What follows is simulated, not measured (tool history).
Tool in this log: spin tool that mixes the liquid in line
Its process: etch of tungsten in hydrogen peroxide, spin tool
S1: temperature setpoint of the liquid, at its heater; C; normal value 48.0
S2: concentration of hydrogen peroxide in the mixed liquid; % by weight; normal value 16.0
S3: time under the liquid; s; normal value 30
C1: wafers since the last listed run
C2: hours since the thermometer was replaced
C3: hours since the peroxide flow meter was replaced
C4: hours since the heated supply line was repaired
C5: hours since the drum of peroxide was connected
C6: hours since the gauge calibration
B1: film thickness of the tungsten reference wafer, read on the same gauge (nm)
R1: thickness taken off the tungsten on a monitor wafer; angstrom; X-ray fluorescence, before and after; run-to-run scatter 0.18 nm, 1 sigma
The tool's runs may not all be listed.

{"run": 1, "hour": 0.0, "S1": 48.0, "S2": 16.0, "S3": 30, "C1": 0, "C2": 1828.3, "C3": 56.1, "C4": 2164.9, "C5": 701.4, "C6": 34.8, "B1": 119.99, "R1": 235.6}
{"run": 2, "hour": 12.5, "S1": 48.0, "S2": 16.0, "S3": 30, "C1": 265, "C2": 1840.8, "C3": 68.6, "C4": 2177.4, "C5": 713.9, "C6": 47.3, "B1": 120.01, "R1": 237.8}
{"run": 3, "hour": 32.7, "S1": 48.0, "S2": 16.0, "S3": 30, "C1": 429, "C2": 1861.0, "C3": 88.8, "C4": 2197.6, "C5": 734.1, "C6": 67.5, "B1": 120.0, "R1": 236.4}
{"run": 4, "hour": 60.4, "S1": 48.0, "S2": 16.0, "S3": 30, "C1": 588, "C2": 1888.7, "C3": 116.5, "C4": 2225.3, "C5": 761.8, "C6": 95.2, "B1": 119.99, "R1": 239.0}
{"run": 5, "hour": 85.0, "S1": 53.0, "S2": 16.0, "S3": 30, "C1": 522, "C2": 1913.3, "C3": 141.1, "C4": 2249.9, "C5": 786.4, "C6": 119.8, "B1": 120.02, "R1": 318.0}
{"run": 6, "hour": 116.4, "S1": 52.0, "S2": 21.0, "S3": 20, "C1": 667, "C2": 1944.7, "C3": 172.5, "C4": 2281.3, "C5": 817.8, "C6": 151.2, "B1": 120.02, "R1": 231.2}
{"run": 7, "hour": 145.9, "S1": 57.5, "S2": 12.0, "S3": 30, "C1": 626, "C2": 1974.2, "C3": 202.0, "C4": 2310.8, "C5": 847.3, "C6": 180.7, "B1": 119.98, "R1": 363.6}
{"run": 8, "hour": 160.3, "S1": 48.0, "S2": 14.0, "S3": 30, "C1": 305, "C2": 1988.6, "C3": 216.4, "C4": 2325.2, "C5": 861.7, "C6": 195.1, "B1": 120.03, "R1": 218.7}
{"run": 9, "hour": 174.6, "S1": 48.0, "S2": 16.0, "S3": 30, "C1": 303, "C2": 2002.9, "C3": 230.7, "C4": 2339.5, "C5": 876.0, "C6": 209.4, "B1": 120.02, "R1": 233.7}
{"run": 10, "hour": 210.2, "S1": 52.0, "S2": 12.0, "S3": 30, "C1": 756, "C2": 2038.5, "C3": 266.3, "C4": 2375.1, "C5": 911.6, "C6": 245.0, "B1": 120.02, "R1": 262.1}
{"run": 11, "hour": 244.8, "S1": 50.5, "S2": 14.0, "S3": 45, "C1": 735, "C2": 2073.1, "C3": 300.9, "C4": 2409.7, "C5": 946.2, "C6": 279.6, "B1": 120.01, "R1": 385.2}
{"run": 12, "hour": 264.7, "S1": 53.5, "S2": 19.0, "S3": 15, "C1": 422, "C2": 2093.0, "C3": 320.8, "C4": 2429.6, "C5": 966.1, "C6": 299.5, "B1": 120.0, "R1": 179.7}
{"hour": 330.4, "done": "new drum of peroxide connected"}
{"run": 13, "hour": 372.2, "S1": 48.0, "S2": 16.0, "S3": 30, "C1": 2263, "C2": 2200.5, "C3": 428.3, "C4": 2537.1, "C5": 41.8, "C6": 407.0, "B1": 120.0, "R1": 242.8}
{"run": 14, "hour": 395.3, "S1": 39.5, "S2": 16.0, "S3": 30, "C1": 490, "C2": 2223.6, "C3": 451.4, "C4": 2560.2, "C5": 64.9, "C6": 430.1, "B1": 120.01, "R1": 143.4}
{"run": 15, "hour": 422.2, "S1": 57.5, "S2": 16.0, "S3": 35, "C1": 571, "C2": 2250.5, "C3": 478.3, "C4": 2587.1, "C5": 91.8, "C6": 457.0, "B1": 120.01, "R1": 503.4}
{"hour": 427.1, "done": "thermometer replaced"}
{"hour": 446.4, "done": "heated supply line repaired"}
{"run": 16, "hour": 452.9, "S1": 55.0, "S2": 16.0, "S3": 15, "C1": 609, "C2": 25.8, "C3": 509.0, "C4": 6.5, "C5": 122.5, "C6": 487.7, "B1": 120.0, "R1": 188.5}
{"run": 17, "hour": 471.7, "S1": 39.5, "S2": 20.0, "S3": 15, "C1": 399, "C2": 44.6, "C3": 527.8, "C4": 25.3, "C5": 141.3, "C6": 506.5, "B1": 119.96, "R1": 80.1}
{"run": 18, "hour": 496.7, "S1": 48.0, "S2": 16.0, "S3": 45, "C1": 531, "C2": 69.6, "C3": 552.8, "C4": 50.3, "C5": 166.3, "C6": 531.5, "B1": 120.04, "R1": 367.5}
{"run": 19, "hour": 517.6, "S1": 54.0, "S2": 16.0, "S3": 30, "C1": 444, "C2": 90.5, "C3": 573.7, "C4": 71.2, "C5": 187.2, "C6": 552.4, "B1": 120.0, "R1": 353.5}
{"run": 20, "hour": 540.3, "S1": 50.5, "S2": 16.0, "S3": 20, "C1": 482, "C2": 113.2, "C3": 596.4, "C4": 93.9, "C5": 209.9, "C6": 575.1, "B1": 119.98, "R1": 186.3}
{"run": 21, "hour": 576.1, "S1": 54.5, "S2": 13.0, "S3": 30, "C1": 760, "C2": 149.0, "C3": 632.2, "C4": 129.7, "C5": 245.7, "C6": 610.9, "B1": 120.03, "R1": 322.6}
{"hour": 579.6, "done": "gauge calibrated"}
{"run": 22, "hour": 606.1, "S1": 48.0, "S2": 16.0, "S3": 30, "C1": 637, "C2": 179.0, "C3": 662.2, "C4": 159.7, "C5": 275.7, "C6": 26.5, "B1": 119.99, "R1": 242.5}
{"run": 23, "hour": 625.7, "S1": 58.0, "S2": 18.5, "S3": 30, "C1": 416, "C2": 198.6, "C3": 681.8, "C4": 179.3, "C5": 295.3, "C6": 46.1, "B1": 120.0, "R1": 469.9}
{"run": 24, "hour": 641.3, "S1": 56.5, "S2": 19.0, "S3": 30, "C1": 331, "C2": 214.2, "C3": 697.4, "C4": 194.9, "C5": 310.9, "C6": 61.7, "B1": 120.0, "R1": 436.8}
{"run": 25, "hour": 657.5, "S1": 48.0, "S2": 16.0, "S3": 30, "C1": 344, "C2": 230.4, "C3": 713.6, "C4": 211.1, "C5": 327.1, "C6": 77.9, "B1": 120.0, "R1": 239.8}
{"run": 26, "hour": 684.0, "S1": 56.5, "S2": 12.5, "S3": 30, "C1": 563, "C2": 256.9, "C3": 740.1, "C4": 237.6, "C5": 353.6, "C6": 104.4, "B1": 120.02, "R1": 353.7}
{"run": 27, "hour": 712.3, "S1": 48.0, "S2": 13.0, "S3": 30, "C1": 601, "C2": 285.2, "C3": 768.4, "C4": 265.9, "C5": 381.9, "C6": 132.7, "B1": 119.99, "R1": 217.7}

What would each run have given without the hidden state, its run-to-run variation left as it was?
Hidden conditions of the tool in this case: liquid hotter than its thermometer reads (K); peroxide flow below the setpoint (%); temperature lost on the way to the wafer (K); peroxide weaker than its label (%); gauge reads high (%).
run=1 R1=242.3
run=2 R1=244.7
run=3 R1=243.4
run=4 R1=246.4
run=5 R1=328.2
run=6 R1=238.9
run=7 R1=376.1
run=8 R1=226.3
run=9 R1=242.0
run=10 R1=271.8
run=11 R1=400.0
run=12 R1=186.7
run=13 R1=243.4
run=14 R1=143.9
run=15 R1=505.7
run=16 R1=189.5
run=17 R1=80.6
run=18 R1=370.2
run=19 R1=356.4
run=20 R1=187.9
run=21 R1=325.9
run=22 R1=245.3
run=23 R1=475.7
run=24 R1=442.4
run=25 R1=243.0
run=26 R1=358.8
run=27 R1=221.1
